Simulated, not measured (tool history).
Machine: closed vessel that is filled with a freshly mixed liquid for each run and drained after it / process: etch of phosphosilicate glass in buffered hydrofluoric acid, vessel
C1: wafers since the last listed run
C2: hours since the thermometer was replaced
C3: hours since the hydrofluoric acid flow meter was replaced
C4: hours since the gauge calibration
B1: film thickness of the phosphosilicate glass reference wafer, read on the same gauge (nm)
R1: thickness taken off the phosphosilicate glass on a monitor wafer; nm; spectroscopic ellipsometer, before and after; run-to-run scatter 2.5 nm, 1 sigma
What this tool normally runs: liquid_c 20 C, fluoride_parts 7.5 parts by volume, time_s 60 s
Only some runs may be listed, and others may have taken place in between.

Run 1, hour 0: usual settings but liquid_c 22 C, time_s 70 s; C1 0; C2 1374; C3 186.1; C4 2589.3; B1 30.02. Result: R1 386.21 nm.
Run 2, hour 37.7: usual settings but time_s 70 s; C1 5137; C2 1411.7; C3 223.8; C4 2627; B1 30. Result: R1 336.91 nm.
Run 3, hour 62.9: usual settings; C1 3434; C2 1436.9; C3 249; C4 2652.2; B1 29.99. Result: R1 290.29 nm.
Run 4, hour 133.1: usual settings; C1 9566; C2 1507.1; C3 319.2; C4 2722.4; B1 30.01. Result: R1 299.22 nm.
Run 5, hour 176.2: usual settings; C1 5873; C2 1550.2; C3 362.3; C4 2765.5; B1 30.03. Result: R1 296.94 nm.
Run 6, hour 219.8: usual settings; C1 5941; C2 1593.8; C3 405.9; C4 2809.1; B1 29.98. Result: R1 300.16 nm.
Run 7, hour 250.6: usual settings but liquid_c 17.5 C, time_s 80 s; C1 4197; C2 1624.6; C3 436.7; C4 2839.9; B1 29.99. Result: R1 353.71 nm.
Run 8, hour 285.5: usual settings but liquid_c 17 C; C1 4756; C2 1659.5; C3 471.6; C4 2874.8; B1 29.99. Result: R1 257.7 nm.
At hour 291.9: gauge calibrated.
Run 9, hour 338.4: usual settings but liquid_c 17 C; C1 7208; C2 1712.4; C3 524.5; C4 46.5; B1 29.99. Result: R1 258.54 nm.
Run 10, hour 376.4: usual settings; C1 5178; C2 1750.4; C3 562.5; C4 84.5; B1 30.01. Result: R1 305.44 nm.
Run 11, hour 401.3: usual settings but liquid_c 24.5 C; C1 3393; C2 1775.3; C3 587.4; C4 109.4; B1 30.02. Result: R1 392.24 nm.
Run 12, hour 464.2: usual settings but fluoride_parts 5.5 parts by volume, time_s 90 s; C1 8571; C2 1838.2; C3 650.3; C4 172.3; B1 29.99. Result: R1 604.15 nm.
Run 13, hour 522.2: usual settings but liquid_c 17 C; C1 7903; C2 1896.2; C3 708.3; C4 230.3; B1 29.98. Result: R1 264.86 nm.
Run 14, hour 591.2: usual settings but liquid_c 23 C, fluoride_parts 5 parts by volume, time_s 95 s; C1 9403; C2 1965.2; C3 777.3; C4 299.3; B1 30.02. Result: R1 829.99 nm.
Run 15, hour 646: usual settings but liquid_c 23.5 C, fluoride_parts 9.5 parts by volume, time_s 30 s; C1 7467; C2 2020; C3 832.1; C4 354.1; B1 30. Result: R1 149.01 nm.
Run 16, hour 679.7: usual settings; C1 4592; C2 2053.7; C3 865.8; C4 387.8; B1 29.99. Result: R1 319.33 nm.
At hour 715.9: thermometer replaced.
Run 17, hour 732.1: usual settings; C1 7004; C2 16.2; C3 918.2; C4 440.2; B1 29.98. Result: R1 277.56 nm.
Run 18, hour 771.9: usual settings; C1 5423; C2 56; C3 958; C4 480; B1 30.04. Result: R1 277.28 nm.
Run 19, hour 856.4: usual settings but liquid_c 17 C, fluoride_parts 9.5 parts by volume, time_s 90 s; C1 11515; C2 140.5; C3 1042.5; C4 564.5; B1 30.01. Result: R1 272.79 nm.
Run 20, hour 901.3: usual settings; C1 6118; C2 185.4; C3 1087.4; C4 609.4; B1 30. Result: R1 277.98 nm.
Run 21, hour 960.6: usual settings; C1 8081; C2 244.7; C3 1146.7; C4 668.7; B1 29.96. Result: R1 280.61 nm.
Run 22, hour 1008: usual settings but liquid_c 17 C, fluoride_parts 10 parts by volume, time_s 75 s; C1 6459; C2 292.1; C3 1194.1; C4 716.1; B1 29.99. Result: R1 223.73 nm.
Run 23, hour 1041.1: usual settings but liquid_c 17 C, fluoride_parts 6.5 parts by volume; C1 4510; C2 325.2; C3 1227.2; C4 749.2; B1 30. Result: R1 273.06 nm.
Run 24, hour 1096.8: usual settings but time_s 40 s; C1 7590; C2 380.9; C3 1282.9; C4 804.9; B1 29.98. Result: R1 192.61 nm.
Run 25, hour 1138.6: usual settings but liquid_c 17 C, fluoride_parts 9 parts by volume; C1 5696; C2 422.7; C3 1324.7; C4 846.7; B1 30.03. Result: R1 199.3 nm.
Run 26, hour 1176.9: usual settings; C1 5219; C2 461; C3 1363; C4 885; B1 30.02. Result: R1 292.01 nm.
Run 27, hour 1218: usual settings but time_s 85 s; C1 5600; C2 502.1; C3 1404.1; C4 926.1; B1 29.96. Result: R1 420.59 nm.
Run 28, hour 1248.8: usual settings but time_s 80 s; C1 4197; C2 532.9; C3 1434.9; C4 956.9; B1 29.99. Result: R1 378.94 nm.
Run 29, hour 1277.1: usual settings but liquid_c 23.5 C, fluoride_parts 8.5 parts by volume, time_s 90 s; C1 3856; C2 561.2; C3 1463.2; C4 985.2; B1 29.99. Result: R1 464.88 nm.
Run 30, hour 1318.4: usual settings but liquid_c 17.5 C, fluoride_parts 6.5 parts by volume, time_s 85 s; C1 5628; C2 602.5; C3 1504.5; C4 1026.5; B1 29.98. Result: R1 411.76 nm.
Run 31, hour 1382.8: usual settings; C1 8776; C2 666.9; C3 1568.9; C4 1090.9; B1 30.03. Result: R1 298.78 nm.

Forecast each of these 5 alternatives for the next run:
Run A, hour 1383.5: usual settings but time_s 35 s; C1 95; C2 667.6; C3 1569.6; C4 1091.6; B1 ?. Result: R1 ?.
Run B, hour 1383.5: usual settings but liquid_c 22.5 C, fluoride_parts 5.5 parts by volume; C1 95; C2 667.6; C3 1569.6; C4 1091.6; B1 ?. Result: R1 ?.
Run C, hour 1383.5: usual settings but liquid_c 17.5 C; C1 95; C2 667.6; C3 1569.6; C4 1091.6; B1 ?. Result: R1 ?.
Run D, hour 1383.5: usual settings but liquid_c 24 C; C1 95; C2 667.6; C3 1569.6; C4 1091.6; B1 ?. Result: R1 ?.
Run E, hour 1383.5: usual settings but liquid_c 17 C, time_s 90 s; C1 95; C2 667.6; C3 1569.6; C4 1091.6; B1 ?. Result: R1 ?.

run     B1      R1
  A  29.99   172.3
  B  29.99  442.03
  C  29.99  256.77
  D  29.99  367.79
  E  29.99  374.41
Without the tool's unlogged condition, the same runs would have read:
run      R1
  A  150.92
  B  393.96
  C  224.69
  D  322.63
  E  327.58

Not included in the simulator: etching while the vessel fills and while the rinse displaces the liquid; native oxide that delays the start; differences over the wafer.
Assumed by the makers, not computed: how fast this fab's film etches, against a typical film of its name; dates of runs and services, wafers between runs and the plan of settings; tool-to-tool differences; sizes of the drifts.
